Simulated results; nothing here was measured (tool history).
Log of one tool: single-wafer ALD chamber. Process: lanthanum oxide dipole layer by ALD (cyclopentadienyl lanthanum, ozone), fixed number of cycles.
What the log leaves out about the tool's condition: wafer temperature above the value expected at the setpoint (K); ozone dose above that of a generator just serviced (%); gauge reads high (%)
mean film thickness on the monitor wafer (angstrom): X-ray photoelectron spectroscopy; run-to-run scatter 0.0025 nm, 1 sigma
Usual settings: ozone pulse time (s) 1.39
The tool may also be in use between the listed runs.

run   hour  ozone pulse time (s)  wafers since the last listed run  hours since the last thermocouple change  hours since the last ozone generator service  hours since the showerhead was replaced  hours since the gauge calibration  read-back reference wafer on the same gauge, thickness_nm  mean film thickness on the monitor wafer (angstrom)
  1      0                  1.52                                 0                                      1235                                         587.4                                     3270                              181.1                                                      0.548                                                 5.78
       3.4  -- gauge calibrated
  2   10.6                  1.61                               187                                    1245.6                                           598                                   3280.6                                7.2                                                      0.548                                                 5.86
  3   27.1                  1.61                               292                                    1262.1                                         614.5                                   3297.1                               23.7                                                       0.55                                                 5.79
  4   43.2                  1.39                               285                                    1278.2                                         630.6                                   3313.2                               39.8                                                      0.549                                                 5.61
  5   53.1                  1.39                               175                                    1288.1                                         640.5                                   3323.1                               49.7                                                      0.549                                                 5.65
      85.7  -- ozone generator serviced
      96.5  -- thermocouple changed; heater temperature recalibrated
  6  105.3                  1.39                               641                                       8.8                                          19.6                                   3375.3                              101.9                                                      0.549                                                 5.07
     116.6  -- showerhead replaced
  7  117.1                  1.39                                67                                      20.6                                          31.4                                      0.5                              113.7                                                      0.549                                                 5.09
  8  123.7                  1.39                               116                                      27.2                                            38                                      7.1                              120.3                                                      0.549                                                 5.09
     137.8  -- ozone generator serviced, repeated, since the last time left the tool worse
  9  138.3                  1.66                               116                                      41.8                                           0.5                                     21.7                              134.9                                                      0.548                                                 6.07
     147.7  -- gauge calibrated
 10  152.9                  1.18                               258                                      56.4                                          15.1                                     36.3                                5.2                                                      0.549                                                 5.68
 11  161.3                  1.81                               148                                      64.8                                          23.5                                     44.7                               13.6                                                      0.549                                                 6.07
 12  174.5                  1.06                               233                                        78                                          36.7                                     57.9                               26.8                                                       0.55                                                 5.56
 13  188.3                  1.39                               244                                      91.8                                          50.5                                     71.7                               40.6                                                      0.549                                                  5.9
 14  202.8                  1.09                               256                                     106.3                                            65                                     86.2                               55.1                                                      0.549                                                 5.58
 15  210.3                  1.86                               132                                     113.8                                          72.5                                     93.7                               62.6                                                      0.549                                                 6.11
 16  220.9                  1.63                               187                                     124.4                                          83.1                                    104.3                               73.2                                                      0.549                                                    6
 17  227.8                  1.39                               122                                     131.3                                            90                                    111.2                               80.1                                                      0.549                                                 5.89

Below are 4 alternative next runs, each starting from the tool's condition after run 17. Predict each:
  A  228.2                  1.67                                 7                                     131.7                                          90.4                                    111.6                               80.5                                                          ?                                                    ?
  B  228.2                  0.97                                 7                                     131.7                                          90.4                                    111.6                               80.5                                                          ?                                                    ?
  C  228.2                  1.01                                 7                                     131.7                                          90.4                                    111.6                               80.5                                                          ?                                                    ?
  D  228.2                  1.54                                 7                                     131.7                                          90.4                                    111.6                               80.5                                                          ?                                                    ?

run  read-back reference wafer on the same gauge, thickness_nm  mean film thickness on the monitor wafer (angstrom)
  A                                                      0.549                                                 6.06
  B                                                      0.549                                                 5.41
  C                                                      0.549                                                 5.47
  D                                                      0.549                                                 5.99
Stripped of hidden state, with their random variation kept, the same runs would have yielded:
run  mean film thickness on the monitor wafer (angstrom)
  A                                                 6.09
  B                                                 5.48
  C                                                 5.54
  D                                                 6.03

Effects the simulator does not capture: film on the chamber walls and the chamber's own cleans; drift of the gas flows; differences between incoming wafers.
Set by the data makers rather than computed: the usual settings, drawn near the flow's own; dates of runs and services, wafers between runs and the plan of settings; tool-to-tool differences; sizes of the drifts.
